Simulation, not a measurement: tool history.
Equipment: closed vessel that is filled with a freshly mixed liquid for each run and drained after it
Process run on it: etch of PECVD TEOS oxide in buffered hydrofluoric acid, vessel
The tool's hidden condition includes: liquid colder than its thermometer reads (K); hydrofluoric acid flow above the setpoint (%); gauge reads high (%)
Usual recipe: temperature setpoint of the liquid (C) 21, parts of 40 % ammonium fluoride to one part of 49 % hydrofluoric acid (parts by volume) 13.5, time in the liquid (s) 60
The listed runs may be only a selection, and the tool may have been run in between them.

run    hour  temperature setpoint of the liquid (C)  parts of 40 % ammonium fluoride to one part of 49 % hydrofluoric acid (parts by volume)  time in the liquid (s)  wafers since the last listed run  hours since the thermometer was replaced  hours since the hydrofluoric acid flow meter was replaced  hours since the gauge calibration  read-back film thickness of the PECVD TEOS oxide reference wafer, read on the same gauge (nm)  thickness taken off the PECVD TEOS oxide on a monitor wafer (angstrom)
  1       0                                      21                                                                                     13.5                      60                                 0                                    1373.9                                                      545.6                              846.9                                                                                         120.03                                                                   953.1
  2    66.5                                      21                                                                                     13.5                      60                              4624                                    1440.4                                                      612.1                              913.4                                                                                         120.01                                                                     948
  3   127.2                                      21                                                                                     13.5                      60                              4220                                    1501.1                                                      672.8                              974.1                                                                                            120                                                                   949.4
  4     201                                      21                                                                                     13.5                      60                              5131                                    1574.9                                                      746.6                             1047.9                                                                                            120                                                                   953.9
  5   303.9                                      21                                                                                     13.5                      60                              7155                                    1677.8                                                      849.5                             1150.8                                                                                         120.02                                                                     941
  6     393                                      21                                                                                     13.5                      60                              6195                                    1766.9                                                      938.6                             1239.9                                                                                         120.02                                                                   946.3
  7   500.9                                      21                                                                                     13.5                      60                              7502                                    1874.8                                                     1046.5                             1347.8                                                                                         120.01                                                                   939.8
  8   538.6                                      20                                                                                     17.5                      60                              2621                                    1912.5                                                     1084.2                             1385.5                                                                                         120.01                                                                   688.3
  9   600.7                                      21                                                                                     13.5                      75                              4318                                    1974.6                                                     1146.3                             1447.6                                                                                         120.05                                                                  1176.5
 10   645.9                                      21                                                                                     13.5                      75                              3143                                    2019.8                                                     1191.5                             1492.8                                                                                         120.01                                                                  1166.8
 11   690.8                                      21                                                                                     13.5                      60                              3122                                    2064.7                                                     1236.4                             1537.7                                                                                         119.97                                                                   938.1
 12   798.5                                      21                                                                                     13.5                      60                              7489                                    2172.4                                                     1344.1                             1645.4                                                                                         119.99                                                                   930.6
      895.2  -- gauge calibrated
 13   899.1                                      21                                                                                     13.5                      60                              6995                                      2273                                                     1444.7                                3.9                                                                                         119.99                                                                   928.8
 14   936.4                                      21                                                                                     13.5                      60                              2593                                    2310.3                                                       1482                               41.2                                                                                         119.98                                                                   939.3
 15  1043.5                                      21                                                                                     15.5                      45                              7447                                    2417.4                                                     1589.1                              148.3                                                                                         119.99                                                                   604.2
     1063.9  -- thermometer replaced
 16  1129.9                                      21                                                                                      9.5                      75                              5938                                        66                                                     1675.5                              234.7                                                                                         120.03                                                                  1705.7
 17  1193.3                                      21                                                                                       19                      85                              4408                                     129.4                                                     1738.9                              298.1                                                                                         120.02                                                                   988.8
 18    1236                                      21                                                                                     13.5                      60                              2969                                     172.1                                                     1781.6                              340.8                                                                                         119.99                                                                   967.3
 19  1284.4                                      21                                                                                       11                      40                              3365                                     220.5                                                       1830                              389.2                                                                                         119.98                                                                   792.5
 20  1338.9                                      17                                                                                     13.5                      40                              3789                                       275                                                     1884.5                              443.7                                                                                         120.02                                                                   514.9
     1421.6  -- hydrofluoric acid flow meter replaced
 21  1432.2                                      21                                                                                     13.5                      60                              6418                                     368.3                                                       10.6                                537                                                                                         119.95                                                                   966.5
 22  1506.1                                      21                                                                                       11                      40                              5138                                     442.2                                                       84.5                              610.9                                                                                         120.02                                                                   785.9
 23  1586.7                                      26                                                                                     17.5                      50                              5604                                     522.8                                                      165.1                              691.5                                                                                         120.01                                                                   822.9
 24    1636                                      17                                                                                        9                      40                              3428                                     572.1                                                      214.4                              740.8                                                                                         119.98                                                                     736
 25  1700.6                                      21                                                                                     13.5                      60                              4492                                     636.7                                                        279                              805.4                                                                                            120                                                                     960
 26  1798.2                                      21                                                                                     13.5                      60                              6786                                     734.3                                                      376.6                                903                                                                                         120.02                                                                   956.3
 27  1899.9                                      24                                                                                     17.5                      60                              7071                                       836                                                      478.3                             1004.7                                                                                         120.04                                                                   884.5

How would selected steps in thickness taken off the PECVD TEOS oxide on a monitor wafer (angstrom) from run to run divide? Give the signed amount a tool lacking its hidden state would still show from settings, what came in and random variation, and the signed amount left for the hidden state, including any gauge scatter that is not in both of the compared results.
Run 8 -> 9: temperature setpoint of the liquid (C) 20 -> 21, parts of 40 % ammonium fluoride to one part of 49 % hydrofluoric acid (parts by volume) 17.5 -> 13.5, time in the liquid (s) 60 -> 75. thickness taken off the PECVD TEOS oxide on a monitor wafer (angstrom) +488.2: hidden state -23.6, all else +511.8.
Run 15 -> 16: parts of 40 % ammonium fluoride to one part of 49 % hydrofluoric acid (parts by volume) 15.5 -> 9.5, time in the liquid (s) 45 -> 75, thermometer replaced. thickness taken off the PECVD TEOS oxide on a monitor wafer (angstrom) +1101.5: hidden state +29.2, all else +1072.3.
Run 16 -> 17: parts of 40 % ammonium fluoride to one part of 49 % hydrofluoric acid (parts by volume) 9.5 -> 19, time in the liquid (s) 75 -> 85. thickness taken off the PECVD TEOS oxide on a monitor wafer (angstrom) -716.9: hidden state +0.9, all else -717.8.
